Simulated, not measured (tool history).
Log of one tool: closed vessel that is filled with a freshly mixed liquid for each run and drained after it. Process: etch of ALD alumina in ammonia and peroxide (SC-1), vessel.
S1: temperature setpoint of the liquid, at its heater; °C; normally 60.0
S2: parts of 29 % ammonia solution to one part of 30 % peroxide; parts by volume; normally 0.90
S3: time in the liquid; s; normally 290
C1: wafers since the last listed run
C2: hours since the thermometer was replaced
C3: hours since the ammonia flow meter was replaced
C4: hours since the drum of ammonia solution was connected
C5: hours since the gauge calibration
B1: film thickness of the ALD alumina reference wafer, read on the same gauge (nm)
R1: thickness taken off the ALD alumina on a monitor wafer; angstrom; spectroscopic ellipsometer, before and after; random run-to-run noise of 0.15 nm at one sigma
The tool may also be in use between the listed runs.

run     day    S1    S2   S3    C1      C2     C3     C4     C5     B1     R1
  1   0.000  60.0  0.90  290     0  2424.8  540.4  307.5   13.4  69.99  319.7
  2   1.171  60.0  0.65  290  2184  2452.9  568.5  335.6   41.5  70.00  311.7
  3   2.304  60.0  0.90  290  2114  2480.1  595.7  362.8   68.7  70.00  321.2
  4   2.838  60.0  0.90  290   995  2492.9  608.5  375.6   81.5  70.00  324.5
  5   3.662  60.0  0.90  290  1539  2512.7  628.3  395.4  101.3  70.02  327.7
  6   4.642  60.0  0.90  290  1827  2536.2  651.8  418.9  124.8  70.00  324.3
  7   6.071  60.0  0.90  290  2667  2570.5  686.1  453.2  159.1  69.99  325.6
  8   6.896  60.0  0.90  290  1539  2590.3  705.9  473.0  178.9  70.01  325.5
      9.062  -- ammonia flow meter replaced
  9   9.975  60.0  0.90  290  5668  2664.2   21.9  546.9  252.8  70.01  326.7
 10  11.338  52.5  0.55  290  2542  2696.9   54.6  579.6  285.5  69.97  210.8
     11.400  -- thermometer replaced
 11  12.750  60.0  0.90  290  2558    32.4   88.5  613.5  319.4  70.00  290.2
 12  13.733  60.0  1.20  290  1835    56.0  112.1  637.1  343.0  69.98  297.7
     14.525  -- gauge calibrated
 13  14.700  69.0  0.90  290  1803    79.2  135.3  660.3    4.2  70.02  455.1
 14  15.492  60.0  0.90  290  1477    98.2  154.3  679.3   23.2  70.00  291.4
     15.725  -- new drum of ammonia solution connected
 15  19.754  69.5  0.75  165  7876   200.5  256.6   96.7  125.5  70.00  260.0
 16  21.042  52.5  1.20  150  2402   231.4  287.5  127.6  156.4  69.98  105.8
 17  22.100  69.5  1.15  130  1975   256.8  312.9  153.0  181.8  70.01  214.6
 18  23.250  64.5  0.70  290  2146   284.4  340.5  180.6  209.4  70.01  354.9
 19  24.054  60.0  0.90  290  1500   303.7  359.8  199.9  228.7  70.00  292.9

Each row is a separate what-if for the run after 19, all from the same tool condition, not one after another. Results?
  A  24.083  60.0  0.90  290  54  304.4  360.5  200.6  229.4   ?   ?
  B  24.083  60.0  0.60  290  54  304.4  360.5  200.6  229.4   ?   ?
  C  24.083  65.0  0.90  350  54  304.4  360.5  200.6  229.4   ?   ?
  D  24.083  54.0  1.10  290  54  304.4  360.5  200.6  229.4   ?   ?

run     B1     R1
  A  70.00  291.8
  B  70.00  280.8
  C  70.00  452.6
  D  70.00  217.5
With the hidden condition removed and each run's random variation left untouched, the same runs would have given:
run     R1
  A  281.6
  B  271.0
  C  437.4
  D  209.6
